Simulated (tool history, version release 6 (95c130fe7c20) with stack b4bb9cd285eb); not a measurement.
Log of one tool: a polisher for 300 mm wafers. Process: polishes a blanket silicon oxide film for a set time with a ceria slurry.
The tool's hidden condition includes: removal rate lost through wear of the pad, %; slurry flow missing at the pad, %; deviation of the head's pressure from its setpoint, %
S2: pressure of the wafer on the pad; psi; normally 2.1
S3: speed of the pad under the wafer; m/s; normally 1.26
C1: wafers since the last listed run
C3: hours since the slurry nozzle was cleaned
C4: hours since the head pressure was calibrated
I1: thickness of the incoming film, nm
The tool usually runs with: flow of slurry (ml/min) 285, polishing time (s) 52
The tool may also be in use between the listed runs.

{"run": 1, "hour": 0.0, "flow of slurry (ml/min)": 285, "S2": 2.1, "S3": 1.26, "polishing time (s)": 52, "C1": 0, "wafers polished on this pad": 624, "C3": 178.4, "C4": 153.5, "I1": 1016.6, "film removed (angstrom)": 1484}
{"run": 2, "hour": 105.7, "flow of slurry (ml/min)": 285, "S2": 2.1, "S3": 1.26, "polishing time (s)": 48, "C1": 1132, "wafers polished on this pad": 1756, "C3": 284.1, "C4": 259.2, "I1": 1009.1, "film removed (angstrom)": 1290}
{"run": 3, "hour": 178.8, "flow of slurry (ml/min)": 285, "S2": 2.1, "S3": 1.26, "polishing time (s)": 48, "C1": 783, "wafers polished on this pad": 2540, "C3": 357.2, "C4": 332.3, "I1": 1020.4, "film removed (angstrom)": 1261}
{"hour": 227.0, "done": "head pressure recalibrated"}
{"hour": 232.5, "done": "slurry nozzle cleaned"}
{"run": 4, "hour": 279.9, "flow of slurry (ml/min)": 285, "S2": 2.1, "S3": 1.26, "polishing time (s)": 48, "C1": 1051, "wafers polished on this pad": 3591, "C3": 47.4, "C4": 52.9, "I1": 1041.2, "film removed (angstrom)": 1313}
{"run": 5, "hour": 360.1, "flow of slurry (ml/min)": 285, "S2": 2.1, "S3": 1.26, "polishing time (s)": 41, "C1": 859, "wafers polished on this pad": 4450, "C3": 127.6, "C4": 133.1, "I1": 1036.3, "film removed (angstrom)": 1121}
{"hour": 365.2, "done": "worn pad replaced by a new one"}
{"run": 6, "hour": 411.2, "flow of slurry (ml/min)": 285, "S2": 2.1, "S3": 1.26, "polishing time (s)": 65, "C1": 504, "wafers polished on this pad": 492, "C3": 178.7, "C4": 184.2, "I1": 1027.5, "film removed (angstrom)": 1918}
{"run": 7, "hour": 465.7, "flow of slurry (ml/min)": 285, "S2": 2.1, "S3": 1.26, "polishing time (s)": 52, "C1": 583, "wafers polished on this pad": 1076, "C3": 233.2, "C4": 238.7, "I1": 1017.8, "film removed (angstrom)": 1477}
{"run": 8, "hour": 504.5, "flow of slurry (ml/min)": 285, "S2": 2.1, "S3": 1.26, "polishing time (s)": 52, "C1": 415, "wafers polished on this pad": 1492, "C3": 272, "C4": 277.5, "I1": 1015.9, "film removed (angstrom)": 1442}
{"run": 9, "hour": 573.6, "flow of slurry (ml/min)": 285, "S2": 2.1, "S3": 1.1, "polishing time (s)": 52, "C1": 740, "wafers polished on this pad": 2232, "C3": 341.1, "C4": 346.6, "I1": 999.9, "film removed (angstrom)": 1246}
{"hour": 598.3, "done": "head pressure recalibrated"}
{"run": 10, "hour": 622.7, "flow of slurry (ml/min)": 285, "S2": 2.1, "S3": 1.1, "polishing time (s)": 52, "C1": 504, "wafers polished on this pad": 2737, "C3": 390.2, "C4": 24.4, "I1": 1024.4, "film removed (angstrom)": 1229}
{"hour": 655.8, "done": "slurry nozzle cleaned"}
{"run": 11, "hour": 707.4, "flow of slurry (ml/min)": 365, "S2": 2.1, "S3": 1.26, "polishing time (s)": 52, "C1": 896, "wafers polished on this pad": 3634, "C3": 51.6, "C4": 109.1, "I1": 997.9, "film removed (angstrom)": 1470}
{"hour": 769.9, "done": "worn pad replaced by a new one"}
{"run": 12, "hour": 770.4, "flow of slurry (ml/min)": 335, "S2": 2.1, "S3": 1.26, "polishing time (s)": 52, "C1": 632, "wafers polished on this pad": 5, "C3": 114.6, "C4": 172.1, "I1": 1016.6, "film removed (angstrom)": 1619}
{"run": 13, "hour": 837.9, "flow of slurry (ml/min)": 335, "S2": 2.1, "S3": 1.26, "polishing time (s)": 52, "C1": 723, "wafers polished on this pad": 729, "C3": 182.1, "C4": 239.6, "I1": 1009.7, "film removed (angstrom)": 1511}
{"run": 14, "hour": 942.7, "flow of slurry (ml/min)": 205, "S2": 2.6, "S3": 1.02, "polishing time (s)": 52, "C1": 1122, "wafers polished on this pad": 1851, "C3": 286.9, "C4": 344.4, "I1": 1004.4, "film removed (angstrom)": 1371}
{"hour": 1046.7, "done": "head pressure recalibrated"}
{"run": 15, "hour": 1048.7, "flow of slurry (ml/min)": 220, "S2": 1.7, "S3": 1.48, "polishing time (s)": 47, "C1": 1114, "wafers polished on this pad": 2966, "C3": 392.9, "C4": 2, "I1": 1008.5, "film removed (angstrom)": 1136}
{"hour": 1078.4, "done": "slurry nozzle cleaned"}
{"hour": 1090.1, "done": "worn pad replaced by a new one"}
{"run": 16, "hour": 1127.1, "flow of slurry (ml/min)": 285, "S2": 1.9, "S3": 1.26, "polishing time (s)": 52, "C1": 786, "wafers polished on this pad": 396, "C3": 48.7, "C4": 80.4, "I1": 1008.4, "film removed (angstrom)": 1427}
{"run": 17, "hour": 1166.6, "flow of slurry (ml/min)": 355, "S2": 1.6, "S3": 1.52, "polishing time (s)": 52, "C1": 423, "wafers polished on this pad": 819, "C3": 88.2, "C4": 119.9, "I1": 1008.3, "film removed (angstrom)": 1471}
{"run": 18, "hour": 1253.4, "flow of slurry (ml/min)": 285, "S2": 2.1, "S3": 1.66, "polishing time (s)": 52, "C1": 930, "wafers polished on this pad": 1749, "C3": 175, "C4": 206.7, "I1": 1010.6, "film removed (angstrom)": 1867}
{"run": 19, "hour": 1294.6, "flow of slurry (ml/min)": 285, "S2": 2.1, "S3": 1.26, "polishing time (s)": 52, "C1": 441, "wafers polished on this pad": 2190, "C3": 216.2, "C4": 247.9, "I1": 1013.2, "film removed (angstrom)": 1439}
{"run": 20, "hour": 1392.7, "flow of slurry (ml/min)": 285, "S2": 2.1, "S3": 1.26, "polishing time (s)": 41, "C1": 1051, "wafers polished on this pad": 3242, "C3": 314.3, "C4": 346, "I1": 1014.1, "film removed (angstrom)": 1104}
{"hour": 1414.2, "done": "worn pad replaced by a new one"}
{"hour": 1416.4, "done": "head pressure recalibrated"}
{"run": 21, "hour": 1473.6, "flow of slurry (ml/min)": 285, "S2": 2.1, "S3": 1.66, "polishing time (s)": 52, "C1": 802, "wafers polished on this pad": 615, "C3": 395.2, "C4": 57.2, "I1": 1012.3, "film removed (angstrom)": 1829}
{"run": 22, "hour": 1510.1, "flow of slurry (ml/min)": 285, "S2": 2.1, "S3": 1.56, "polishing time (s)": 41, "C1": 391, "wafers polished on this pad": 1006, "C3": 431.7, "C4": 93.7, "I1": 1009.9, "film removed (angstrom)": 1316}
{"hour": 1550.2, "done": "slurry nozzle cleaned"}
{"run": 23, "hour": 1613.9, "flow of slurry (ml/min)": 285, "S2": 1.9, "S3": 1.56, "polishing time (s)": 59, "C1": 1101, "wafers polished on this pad": 2107, "C3": 63.7, "C4": 197.5, "I1": 1025.5, "film removed (angstrom)": 1819}
{"run": 24, "hour": 1695.4, "flow of slurry (ml/min)": 360, "S2": 2.1, "S3": 1.26, "polishing time (s)": 52, "C1": 873, "wafers polished on this pad": 2981, "C3": 145.2, "C4": 279, "I1": 1025.6, "film removed (angstrom)": 1440}
{"hour": 1734.3, "done": "worn pad replaced by a new one"}
{"run": 25, "hour": 1769.1, "flow of slurry (ml/min)": 225, "S2": 2.6, "S3": 0.84, "polishing time (s)": 66, "C1": 746, "wafers polished on this pad": 372, "C3": 218.9, "C4": 352.7, "I1": 1014.3, "film removed (angstrom)": 1553}
{"hour": 1815.1, "done": "head pressure recalibrated"}
{"run": 26, "hour": 1850.7, "flow of slurry (ml/min)": 285, "S2": 2.1, "S3": 1.26, "polishing time (s)": 65, "C1": 852, "wafers polished on this pad": 1225, "C3": 300.5, "C4": 35.6, "I1": 1015.7, "film removed (angstrom)": 1794}

Hidden state or all else? Some run-to-run changes of film removed (angstrom), split into what the settings, what came in and random variation would give without the hidden state, and what is left for the hidden state (with any gauge scatter that isn't in both results):
Run 5 -> 6: polishing time (s) 41 -> 65, worn pad replaced by a new one. film removed (angstrom) +797: hidden state +31, all else +766.
Run 11 -> 12: flow of slurry (ml/min) 365 -> 335, worn pad replaced by a new one. film removed (angstrom) +149: hidden state +146, all else +3.
Run 15 -> 16: flow of slurry (ml/min) 220 -> 285, S2 1.7 -> 1.9, S3 1.48 -> 1.26, polishing time (s) 47 -> 52, slurry nozzle cleaned, worn pad replaced by a new one. film removed (angstrom) +291: hidden state +175, all else +116.
Run 20 -> 21: S3 1.26 -> 1.66, polishing time (s) 41 -> 52, worn pad replaced by a new one, head pressure recalibrated. film removed (angstrom) +725: hidden state -27, all else +752.
